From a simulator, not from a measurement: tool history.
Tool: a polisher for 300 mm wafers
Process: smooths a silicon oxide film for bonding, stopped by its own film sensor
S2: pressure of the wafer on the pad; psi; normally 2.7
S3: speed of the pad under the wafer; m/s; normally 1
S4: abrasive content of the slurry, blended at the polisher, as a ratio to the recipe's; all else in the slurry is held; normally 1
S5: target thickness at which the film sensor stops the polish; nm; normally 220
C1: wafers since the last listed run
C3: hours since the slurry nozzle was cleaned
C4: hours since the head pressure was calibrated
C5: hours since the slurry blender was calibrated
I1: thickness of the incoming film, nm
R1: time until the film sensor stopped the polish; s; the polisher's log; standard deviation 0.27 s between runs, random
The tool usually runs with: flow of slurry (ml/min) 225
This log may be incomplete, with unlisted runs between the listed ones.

Run 1, hour 0: usual settings; C1 0; wafers polished on this pad 231; C3 482.9; C4 341.8; C5 452.6; I1 250.2. Result: R1 27.1 s.
Run 2, hour 15.4: usual settings; C1 227; wafers polished on this pad 458; C3 498.3; C4 357.2; C5 468; I1 255.5. Result: R1 32.3 s.
Run 3, hour 29.7: usual settings; C1 211; wafers polished on this pad 669; C3 512.6; C4 371.5; C5 482.3; I1 252.2. Result: R1 28.7 s.
Run 4, hour 37.6: usual settings; C1 116; wafers polished on this pad 786; C3 520.5; C4 379.4; C5 490.2; I1 249.2. Result: R1 26.1 s.
Run 5, hour 44.5: usual settings; C1 101; wafers polished on this pad 887; C3 527.4; C4 386.3; C5 497.1; I1 249.7. Result: R1 26.9 s.
At hour 54: worn pad replaced by a new one.
Run 6, hour 61.5: usual settings; C1 191; wafers polished on this pad 110; C3 544.4; C4 403.3; C5 514.1; I1 250.9. Result: R1 27.9 s.
Run 7, hour 74.4: usual settings but S4 0.8; C1 190; wafers polished on this pad 301; C3 557.3; C4 416.2; C5 527; I1 251. Result: R1 31.3 s.
At hour 81.7: slurry blender recalibrated.
Run 8, hour 88.5: usual settings; C1 178; wafers polished on this pad 479; C3 571.4; C4 430.3; C5 6.8; I1 252. Result: R1 28.8 s.
Run 9, hour 104.4: usual settings but S5 217 nm; C1 234; wafers polished on this pad 714; C3 587.3; C4 446.2; C5 22.7; I1 247.8. Result: R1 27.5 s.
At hour 108.9: head pressure recalibrated.
Run 10, hour 118.3: usual settings but S2 2.1 psi, S3 0.72 m/s; C1 175; wafers polished on this pad 889; C3 601.2; C4 9.4; C5 36.6; I1 253. Result: R1 56.7 s.
Run 11, hour 133.4: usual settings but S3 1.16 m/s, S4 0.85, S5 217 nm; C1 222; wafers polished on this pad 1112; C3 616.3; C4 24.5; C5 51.7; I1 246.2. Result: R1 27.9 s.
At hour 139.2: worn pad replaced by a new one.
Run 12, hour 149.4: usual settings but flow of slurry (ml/min) 295, S2 2 psi; C1 177; wafers polished on this pad 150; C3 632.3; C4 40.5; C5 67.7; I1 250.6. Result: R1 39.3 s.
At hour 168.2: slurry nozzle cleaned.
Run 13, hour 200.7: usual settings but flow of slurry (ml/min) 295, S2 2 psi; C1 742; wafers polished on this pad 892; C3 32.5; C4 91.8; C5 119; I1 250.6. Result: R1 38.6 s.
Run 14, hour 217.1: usual settings but S2 2.9 psi, S3 0.8 m/s, S4 0.8, S5 211 nm; C1 242; wafers polished on this pad 1134; C3 48.9; C4 108.2; C5 135.4; I1 249.1. Result: R1 45.4 s.

What if the next run were any one of these 4? Each begins from the tool's condition after run 14:
Run A, hour 217.5: usual settings; C1 5; wafers polished on this pad 1140; C3 49.3; C4 108.6; C5 135.8; I1 250.2. Result: R1 ?.
Run B, hour 217.5: usual settings but S3 1.34 m/s, S4 0.8; C1 5; wafers polished on this pad 1140; C3 49.3; C4 108.6; C5 135.8; I1 250.2. Result: R1 ?.
Run C, hour 217.5: usual settings but flow of slurry (ml/min) 200, S2 2 psi, S4 0.7; C1 5; wafers polished on this pad 1140; C3 49.3; C4 108.6; C5 135.8; I1 250.2. Result: R1 ?.
Run D, hour 217.5: usual settings but flow of slurry (ml/min) 155, S2 2 psi, S4 0.7, S5 229 nm; C1 5; wafers polished on this pad 1140; C3 49.3; C4 108.6; C5 135.8; I1 250.2. Result: R1 ?.

run    R1
  A  28.7
  B  25.5
  C  47.7
  D    35
Stripped of hidden state, with their random variation kept, the same runs would have yielded:
run    R1
  A  30.5
  B    27
  C  50.6
  D  37.2

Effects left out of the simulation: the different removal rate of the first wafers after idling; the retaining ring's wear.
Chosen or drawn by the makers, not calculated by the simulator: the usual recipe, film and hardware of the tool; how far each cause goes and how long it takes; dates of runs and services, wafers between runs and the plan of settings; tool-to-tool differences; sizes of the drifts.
